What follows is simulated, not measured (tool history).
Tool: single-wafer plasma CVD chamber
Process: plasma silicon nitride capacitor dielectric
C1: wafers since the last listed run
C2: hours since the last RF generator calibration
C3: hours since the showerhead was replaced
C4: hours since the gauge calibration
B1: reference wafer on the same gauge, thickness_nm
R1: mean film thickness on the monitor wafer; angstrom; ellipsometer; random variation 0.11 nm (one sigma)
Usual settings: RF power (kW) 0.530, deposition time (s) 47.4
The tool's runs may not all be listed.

run 1 hour=0.0 | RF_power_(kW)=0.530 deposition_time_(s)=47.4 | C1=0 C2=1374.9 C3=6441.5 C4=349.3 | B1=89.115 | R1=740.75
run 2 hour=101.2 | RF_power_(kW)=0.530 deposition_time_(s)=47.4 | C1=1604 C2=1476.1 C3=6542.7 C4=450.5 | B1=89.063 | R1=740.03
run 3 hour=137.7 | RF_power_(kW)=0.530 deposition_time_(s)=47.4 | C1=578 C2=1512.6 C3=6579.2 C4=487.0 | B1=89.090 | R1=739.44
run 4 hour=189.1 | RF_power_(kW)=0.600 deposition_time_(s)=47.4 | C1=814 C2=1564.0 C3=6630.6 C4=538.4 | B1=89.069 | R1=755.37
run 5 hour=241.3 | RF_power_(kW)=0.600 deposition_time_(s)=47.4 | C1=827 C2=1616.2 C3=6682.8 C4=590.6 | B1=89.080 | R1=754.01
run 6 hour=282.0 | RF_power_(kW)=0.530 deposition_time_(s)=43.9 | C1=645 C2=1656.9 C3=6723.5 C4=631.3 | B1=89.145 | R1=685.73
run 7 hour=319.8 | RF_power_(kW)=0.530 deposition_time_(s)=47.4 | C1=599 C2=1694.7 C3=6761.3 C4=669.1 | B1=89.109 | R1=739.78
run 8 hour=421.2 | RF_power_(kW)=0.530 deposition_time_(s)=47.4 | C1=1607 C2=1796.1 C3=6862.7 C4=770.5 | B1=89.115 | R1=740.02
run 9 hour=479.2 | RF_power_(kW)=0.530 deposition_time_(s)=47.4 | C1=919 C2=1854.1 C3=6920.7 C4=828.5 | B1=89.106 | R1=738.73
-- hour=543.3 gauge calibrated
run 10 hour=544.7 | RF_power_(kW)=0.495 deposition_time_(s)=47.4 | C1=1038 C2=1919.6 C3=6986.2 C4=1.4 | B1=89.099 | R1=731.16
run 11 hour=588.2 | RF_power_(kW)=0.530 deposition_time_(s)=53.3 | C1=689 C2=1963.1 C3=7029.7 C4=44.9 | B1=89.107 | R1=832.68
run 12 hour=660.0 | RF_power_(kW)=0.530 deposition_time_(s)=53.3 | C1=1138 C2=2034.9 C3=7101.5 C4=116.7 | B1=89.117 | R1=830.33
run 13 hour=748.7 | RF_power_(kW)=0.530 deposition_time_(s)=47.4 | C1=1405 C2=2123.6 C3=7190.2 C4=205.4 | B1=89.103 | R1=736.95
run 14 hour=843.5 | RF_power_(kW)=0.585 deposition_time_(s)=38.6 | C1=1502 C2=2218.4 C3=7285.0 C4=300.2 | B1=89.101 | R1=610.56
-- hour=917.9 RF generator calibrated
-- hour=919.9 showerhead replaced
run 15 hour=927.1 | RF_power_(kW)=0.425 deposition_time_(s)=44.7 | C1=1166 C2=9.2 C3=7.2 C4=383.8 | B1=89.129 | R1=679.84
run 16 hour=974.4 | RF_power_(kW)=0.530 deposition_time_(s)=56.1 | C1=749 C2=56.5 C3=54.5 C4=431.1 | B1=89.095 | R1=880.36
run 17 hour=1064.5 | RF_power_(kW)=0.605 deposition_time_(s)=44.5 | C1=1428 C2=146.6 C3=144.6 C4=521.2 | B1=89.096 | R1=713.97
run 18 hour=1132.0 | RF_power_(kW)=0.430 deposition_time_(s)=54.8 | C1=1069 C2=214.1 C3=212.1 C4=588.7 | B1=89.080 | R1=836.82
run 19 hour=1169.9 | RF_power_(kW)=0.455 deposition_time_(s)=44.3 | C1=600 C2=252.0 C3=250.0 C4=626.6 | B1=89.114 | R1=680.43
run 20 hour=1261.6 | RF_power_(kW)=0.570 deposition_time_(s)=43.0 | C1=1453 C2=343.7 C3=341.7 C4=718.3 | B1=89.061 | R1=682.32
run 21 hour=1345.9 | RF_power_(kW)=0.590 deposition_time_(s)=42.4 | C1=1336 C2=428.0 C3=426.0 C4=802.6 | B1=89.069 | R1=676.98
-- hour=1362.6 gauge calibrated
run 22 hour=1389.9 | RF_power_(kW)=0.615 deposition_time_(s)=51.2 | C1=697 C2=472.0 C3=470.0 C4=27.3 | B1=89.101 | R1=821.00
run 23 hour=1426.9 | RF_power_(kW)=0.460 deposition_time_(s)=39.7 | C1=586 C2=509.0 C3=507.0 C4=64.3 | B1=89.103 | R1=609.79
run 24 hour=1499.5 | RF_power_(kW)=0.530 deposition_time_(s)=47.4 | C1=1150 C2=581.6 C3=579.6 C4=136.9 | B1=89.095 | R1=743.52

Forecast each of these 4 alternatives for the next run:
run A hour=1499.9 | RF_power_(kW)=0.530 deposition_time_(s)=47.4 | C1=6 C2=582.0 C3=580.0 C4=137.3 | B1=? | R1=?
run B hour=1499.9 | RF_power_(kW)=0.480 deposition_time_(s)=47.4 | C1=6 C2=582.0 C3=580.0 C4=137.3 | B1=? | R1=?
run C hour=1499.9 | RF_power_(kW)=0.425 deposition_time_(s)=41.7 | C1=6 C2=582.0 C3=580.0 C4=137.3 | B1=? | R1=?
run D hour=1499.9 | RF_power_(kW)=0.595 deposition_time_(s)=52.2 | C1=6 C2=582.0 C3=580.0 C4=137.3 | B1=? | R1=?

run=A B1=89.088 R1=743.23
run=B B1=89.088 R1=732.54
run=C B1=89.088 R1=633.71
run=D B1=89.088 R1=833.24
Without the tool's hidden state the same runs would have given:
run=A R1=744.22
run=B R1=733.51
run=C R1=634.55
run=D R1=834.35
